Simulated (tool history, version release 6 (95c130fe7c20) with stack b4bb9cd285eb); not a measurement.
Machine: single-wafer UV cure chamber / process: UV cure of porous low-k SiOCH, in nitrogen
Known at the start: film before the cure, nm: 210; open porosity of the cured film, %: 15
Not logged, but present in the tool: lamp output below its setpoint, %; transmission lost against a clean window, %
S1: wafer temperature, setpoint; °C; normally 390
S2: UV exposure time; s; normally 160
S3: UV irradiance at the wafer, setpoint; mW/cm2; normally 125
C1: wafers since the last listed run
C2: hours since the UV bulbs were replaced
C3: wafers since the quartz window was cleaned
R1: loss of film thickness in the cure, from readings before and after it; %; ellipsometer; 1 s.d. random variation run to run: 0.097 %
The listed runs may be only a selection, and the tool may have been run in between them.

run    hour   S1   S2   S3    C1      C2    C3      R1
  1       0  390  160  125     0   899.9  1347   8.801
  2   106.6  390  160  125   699  1006.5  2046   8.546
  3   165.9  390  160   97   388  1065.8  2435   7.669
  4   219.2  390  160   97   349  1119.1  2785   7.447
  5   281.2  390  210  146   406  1181.1  3191  10.048
  6   368.7  390  210  146   573  1268.6  3765  10.133
  7   418.6  390  210  146   327  1318.5  4093   9.891
  8   463.3  390  160  125   293  1363.2  4386   8.287
  9   516.1  390  160  125   346    1416  4732   8.167
      582.5  -- UV bulbs replaced
      620.3  -- quartz window cleaned
 10   623.5  398  160   97   599      41    20   8.477
 11   800.2  404  160  125  1159   217.7  1179   9.406
 12   840.8  404  160  125   266   258.3  1446   9.387
 13     920  390  160  125   519   337.5  1965   9.023
 14   987.8  390  160  125   444   405.3  2410   9.138
 15    1030  379  160  125   276   447.5  2687   9.029
 16  1133.4  379  160  125   678   550.9  3365   8.904
 17  1193.5  390  160  125   394     611  3759   8.882
 18  1295.7  390  160  125   670   713.2  4430   8.994
 19  1397.1  390  160  125   665   814.6  5095   8.807
 20  1438.4  390  160  157   270   855.9  5366   9.642
     1505.9  -- quartz window cleaned
 21  1692.7  390  160  157  1615  1110.2  1225   9.452
 22  1902.3  390  160  125  1374  1319.8  2599   8.563
 23    1989  390  160  125   568  1406.5  3168   8.335
 24  2089.3  390  160  125   657  1506.8  3826   8.421
     2166.1  -- UV bulbs replaced
 25  2191.5  402  185  125   617    25.4  4444   10.06
 26  2288.8  398  130   96   638   122.7  5082   7.425
       2312  -- quartz window cleaned
 27  2327.6  390  160  125   202   161.5   102   9.246
 28  2413.6  408  185  125   564   247.5   666   9.982
 29  2485.2  390  230  159   469   319.1  1136  11.405
 30  2591.9  409  240  125   699   425.8  1836  11.136
 31  2865.4  384  190  154  1794   699.3  3630   10.47
 32  2952.6  376  100  101   571   786.5  4202   6.249
     3092.8  -- quartz window cleaned
 33  3202.8  376  160  125  1588  1036.7   721   8.281
 34  3296.5  390  110  125   614  1130.4  1336   7.247
 35    3357  383   75  125   396  1190.9  1733   5.815
 36  3462.4  373  160  163   691  1296.3  2424   9.196
 37  3503.5  401  230  162   269  1337.4  2694  11.188
 38  3550.8  390  215   90   310  1384.7  3004   8.311
 39  3599.4  406  245  112   318  1433.3  3323   9.902
 40  3683.6  390  160  125   552  1517.5  3875   8.396
     3717.7  -- UV bulbs replaced
 41  3751.7  380  160  125   394      34  4269   9.201
 42  3832.7  401  105  125   531     115  4801   7.925
     3864.4  -- quartz window cleaned
 43  3898.1  401  160   96   376   180.4   220   8.393
 44  3979.1  401  160  105   531   261.4   752   8.858

Below are 5 alternative next runs, each starting from the tool's condition after run 44. Predict each:
  A  3979.6  390  160  125   3  261.9  755   ?
  B  3979.6  374   70  135   3  261.9  755   ?
  C  3979.6  397  160  125   3  261.9  755   ?
  D  3979.6  409  225  125   3  261.9  755   ?
  E  3979.6  390  115   87   3  261.9  755   ?

run      R1
  A   9.207
  B   6.243
  C   9.313
  D  10.845
  E   6.664
Take away the tool's hidden state, keep each run's random variation, and the runs would have read:
run      R1
  A   9.413
  B   6.426
  C    9.52
  D  11.061
  E   6.851
